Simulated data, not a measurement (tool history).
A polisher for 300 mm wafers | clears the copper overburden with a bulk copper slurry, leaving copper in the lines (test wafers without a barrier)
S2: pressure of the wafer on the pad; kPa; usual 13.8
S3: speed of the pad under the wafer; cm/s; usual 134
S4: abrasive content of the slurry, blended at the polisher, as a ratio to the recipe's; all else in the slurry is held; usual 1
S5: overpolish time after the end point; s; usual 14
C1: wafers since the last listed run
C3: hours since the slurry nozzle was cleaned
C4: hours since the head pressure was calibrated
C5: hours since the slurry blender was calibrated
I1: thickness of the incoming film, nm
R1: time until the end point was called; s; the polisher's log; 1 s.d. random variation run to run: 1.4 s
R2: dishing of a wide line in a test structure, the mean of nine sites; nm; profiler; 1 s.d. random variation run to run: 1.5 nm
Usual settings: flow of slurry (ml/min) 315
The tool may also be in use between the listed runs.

{"run": 1, "hour": 0.0, "flow of slurry (ml/min)": 315, "S2": 12.4, "S3": 134, "S4": 1, "S5": 14, "C1": 0, "wafers polished on this pad": 1175, "C3": 414.9, "C4": 277, "C5": 92, "I1": 929.2, "R1": 100.6, "R2": 79.9}
{"run": 2, "hour": 48.0, "flow of slurry (ml/min)": 315, "S2": 12.4, "S3": 134, "S4": 1, "S5": 14, "C1": 264, "wafers polished on this pad": 1439, "C3": 462.9, "C4": 325, "C5": 140, "I1": 949, "R1": 102.8, "R2": 80.2}
{"run": 3, "hour": 110.4, "flow of slurry (ml/min)": 315, "S2": 12.4, "S3": 134, "S4": 1, "S5": 14, "C1": 343, "wafers polished on this pad": 1783, "C3": 525.3, "C4": 387.4, "C5": 202.4, "I1": 929, "R1": 100.2, "R2": 81.6}
{"run": 4, "hour": 175.9, "flow of slurry (ml/min)": 315, "S2": 13.8, "S3": 134, "S4": 1, "S5": 14, "C1": 360, "wafers polished on this pad": 2144, "C3": 590.8, "C4": 452.9, "C5": 267.9, "I1": 932.2, "R1": 93.6, "R2": 86.3}
{"run": 5, "hour": 205.1, "flow of slurry (ml/min)": 315, "S2": 13.8, "S3": 134, "S4": 1, "S5": 14, "C1": 160, "wafers polished on this pad": 2305, "C3": 620, "C4": 482.1, "C5": 297.1, "I1": 935.5, "R1": 92.6, "R2": 84.9}
{"run": 6, "hour": 249.1, "flow of slurry (ml/min)": 315, "S2": 13.8, "S3": 134, "S4": 1, "S5": 14, "C1": 242, "wafers polished on this pad": 2547, "C3": 664, "C4": 526.1, "C5": 341.1, "I1": 943.2, "R1": 97.2, "R2": 84.9}
{"hour": 275.9, "done": "slurry nozzle cleaned"}
{"hour": 278.2, "done": "worn pad replaced by a new one"}
{"run": 7, "hour": 294.8, "flow of slurry (ml/min)": 315, "S2": 13.8, "S3": 134, "S4": 1, "S5": 14, "C1": 233, "wafers polished on this pad": 91, "C3": 18.9, "C4": 571.8, "C5": 386.8, "I1": 949.6, "R1": 97.5, "R2": 81.2}
{"run": 8, "hour": 358.9, "flow of slurry (ml/min)": 315, "S2": 13.8, "S3": 134, "S4": 1, "S5": 14, "C1": 353, "wafers polished on this pad": 444, "C3": 83, "C4": 635.9, "C5": 450.9, "I1": 922.4, "R1": 92.5, "R2": 81.9}
{"hour": 366.1, "done": "slurry blender recalibrated"}
{"run": 9, "hour": 395.4, "flow of slurry (ml/min)": 315, "S2": 18.6, "S3": 160, "S4": 0.9, "S5": 16, "C1": 190, "wafers polished on this pad": 634, "C3": 119.5, "C4": 672.4, "C5": 29.3, "I1": 940.9, "R1": 69.2, "R2": 112.9}
{"run": 10, "hour": 460.2, "flow of slurry (ml/min)": 245, "S2": 16.5, "S3": 134, "S4": 0.75, "S5": 14, "C1": 357, "wafers polished on this pad": 991, "C3": 184.3, "C4": 737.2, "C5": 94.1, "I1": 942, "R1": 92.4, "R2": 88}
{"run": 11, "hour": 527.8, "flow of slurry (ml/min)": 355, "S2": 17.9, "S3": 94, "S4": 1.1, "S5": 14, "C1": 372, "wafers polished on this pad": 1364, "C3": 251.9, "C4": 804.8, "C5": 161.7, "I1": 945.1, "R1": 110.1, "R2": 78.4}
{"run": 12, "hour": 564.3, "flow of slurry (ml/min)": 265, "S2": 13.8, "S3": 146, "S4": 0.85, "S5": 7, "C1": 201, "wafers polished on this pad": 1565, "C3": 288.4, "C4": 841.3, "C5": 198.2, "I1": 936.5, "R1": 92.3, "R2": 53.4}
{"run": 13, "hour": 596.7, "flow of slurry (ml/min)": 365, "S2": 13.8, "S3": 134, "S4": 1, "S5": 14, "C1": 178, "wafers polished on this pad": 1743, "C3": 320.8, "C4": 873.7, "C5": 230.6, "I1": 955, "R1": 96.7, "R2": 85.7}
{"run": 14, "hour": 658.5, "flow of slurry (ml/min)": 315, "S2": 11, "S3": 174, "S4": 1.15, "S5": 11, "C1": 340, "wafers polished on this pad": 2084, "C3": 382.6, "C4": 935.5, "C5": 292.4, "I1": 935, "R1": 82, "R2": 76.2}
{"run": 15, "hour": 690.4, "flow of slurry (ml/min)": 240, "S2": 15.2, "S3": 134, "S4": 1, "S5": 18, "C1": 175, "wafers polished on this pad": 2260, "C3": 414.5, "C4": 967.4, "C5": 324.3, "I1": 954.1, "R1": 94.3, "R2": 98}
{"hour": 719.3, "done": "worn pad replaced by a new one"}
{"run": 16, "hour": 755.0, "flow of slurry (ml/min)": 315, "S2": 13.8, "S3": 112, "S4": 1.2, "S5": 14, "C1": 333, "wafers polished on this pad": 196, "C3": 479.1, "C4": 1032, "C5": 388.9, "I1": 935.4, "R1": 106.5, "R2": 78.8}
{"hour": 860.2, "done": "slurry blender recalibrated"}
{"run": 17, "hour": 922.7, "flow of slurry (ml/min)": 315, "S2": 18.6, "S3": 134, "S4": 1.25, "S5": 7, "C1": 913, "wafers polished on this pad": 1109, "C3": 646.8, "C4": 1199.7, "C5": 62.5, "I1": 941, "R1": 75.8, "R2": 64.2}
{"hour": 951.2, "done": "slurry nozzle cleaned"}
{"run": 18, "hour": 969.5, "flow of slurry (ml/min)": 315, "S2": 12.4, "S3": 134, "S4": 1, "S5": 14, "C1": 252, "wafers polished on this pad": 1362, "C3": 18.3, "C4": 1246.5, "C5": 109.3, "I1": 927.3, "R1": 97.9, "R2": 79.5}
{"run": 19, "hour": 1031.7, "flow of slurry (ml/min)": 315, "S2": 13.8, "S3": 110, "S4": 1, "S5": 14, "C1": 342, "wafers polished on this pad": 1704, "C3": 80.5, "C4": 1308.7, "C5": 171.5, "I1": 936.9, "R1": 113, "R2": 74.6}
{"run": 20, "hour": 1086.0, "flow of slurry (ml/min)": 315, "S2": 16.5, "S3": 134, "S4": 1, "S5": 14, "C1": 299, "wafers polished on this pad": 2004, "C3": 134.8, "C4": 1363, "C5": 225.8, "I1": 936.6, "R1": 85.7, "R2": 92.8}
{"run": 21, "hour": 1114.2, "flow of slurry (ml/min)": 315, "S2": 13.8, "S3": 134, "S4": 1, "S5": 14, "C1": 155, "wafers polished on this pad": 2159, "C3": 163, "C4": 1391.2, "C5": 254, "I1": 954, "R1": 98.2, "R2": 85}
{"hour": 1129.9, "done": "head pressure recalibrated"}
{"hour": 1165.4, "done": "worn pad replaced by a new one"}
{"run": 22, "hour": 1222.3, "flow of slurry (ml/min)": 315, "S2": 13.8, "S3": 134, "S4": 1, "S5": 14, "C1": 562, "wafers polished on this pad": 313, "C3": 271.1, "C4": 92.4, "C5": 362.1, "I1": 946.1, "R1": 95.2, "R2": 83.5}
{"run": 23, "hour": 1263.7, "flow of slurry (ml/min)": 315, "S2": 12.4, "S3": 134, "S4": 1, "S5": 14, "C1": 228, "wafers polished on this pad": 541, "C3": 312.5, "C4": 133.8, "C5": 403.5, "I1": 946.4, "R1": 100.6, "R2": 81.8}
{"hour": 1271.6, "done": "slurry blender recalibrated"}
{"run": 24, "hour": 1316.2, "flow of slurry (ml/min)": 315, "S2": 13.8, "S3": 134, "S4": 1, "S5": 14, "C1": 278, "wafers polished on this pad": 820, "C3": 365, "C4": 186.3, "C5": 44.6, "I1": 931.3, "R1": 95.8, "R2": 82.7}
{"run": 25, "hour": 1362.6, "flow of slurry (ml/min)": 315, "S2": 13.8, "S3": 102, "S4": 1, "S5": 20, "C1": 255, "wafers polished on this pad": 1075, "C3": 411.4, "C4": 232.7, "C5": 91, "I1": 941.2, "R1": 122, "R2": 92.4}
{"run": 26, "hour": 1483.6, "flow of slurry (ml/min)": 315, "S2": 13.8, "S3": 134, "S4": 1, "S5": 14, "C1": 666, "wafers polished on this pad": 1742, "C3": 532.4, "C4": 353.7, "C5": 212, "I1": 939.6, "R1": 94.9, "R2": 82.4}
{"run": 27, "hour": 1522.6, "flow of slurry (ml/min)": 245, "S2": 13.8, "S3": 118, "S4": 1.1, "S5": 14, "C1": 214, "wafers polished on this pad": 1957, "C3": 571.4, "C4": 392.7, "C5": 251, "I1": 935.1, "R1": 106.3, "R2": 78.2}
{"hour": 1586.7, "done": "worn pad replaced by a new one"}
{"run": 28, "hour": 1587.2, "flow of slurry (ml/min)": 355, "S2": 17.9, "S3": 94, "S4": 1.1, "S5": 14, "C1": 333, "wafers polished on this pad": 2, "C3": 636, "C4": 457.3, "C5": 315.6, "I1": 942.8, "R1": 105.3, "R2": 78.8}
{"run": 29, "hour": 1655.1, "flow of slurry (ml/min)": 255, "S2": 13.8, "S3": 100, "S4": 0.75, "S5": 10, "C1": 374, "wafers polished on this pad": 377, "C3": 703.9, "C4": 525.2, "C5": 383.5, "I1": 937.5, "R1": 135.6, "R2": 53.9}

Predict each of these 3 candidate next runs independently; none follows another, all start after run 29:
{"run": "A", "hour": 1655.6, "flow of slurry (ml/min)": 315, "S2": 13.8, "S3": 134, "S4": 1, "S5": 14, "C1": 2, "wafers polished on this pad": 379, "C3": 704.4, "C4": 525.7, "C5": 384, "I1": 937.6, "R1": "?", "R2": "?"}
{"run": "B", "hour": 1655.6, "flow of slurry (ml/min)": 315, "S2": 17.2, "S3": 134, "S4": 1, "S5": 14, "C1": 2, "wafers polished on this pad": 379, "C3": 704.4, "C4": 525.7, "C5": 384, "I1": 937.6, "R1": "?", "R2": "?"}
{"run": "C", "hour": 1655.6, "flow of slurry (ml/min)": 315, "S2": 17.9, "S3": 156, "S4": 1, "S5": 14, "C1": 2, "wafers polished on this pad": 379, "C3": 704.4, "C4": 525.7, "C5": 384, "I1": 937.6, "R1": "?", "R2": "?"}

run=A R1=96.2 R2=82.1
run=B R1=83.6 R2=91
run=C R1=70.6 R2=100.1
With no hidden state in the tool, these same runs would have given:
run=A R1=96.2 R2=82.1
run=B R1=83.6 R2=91
run=C R1=70.6 R2=100.1
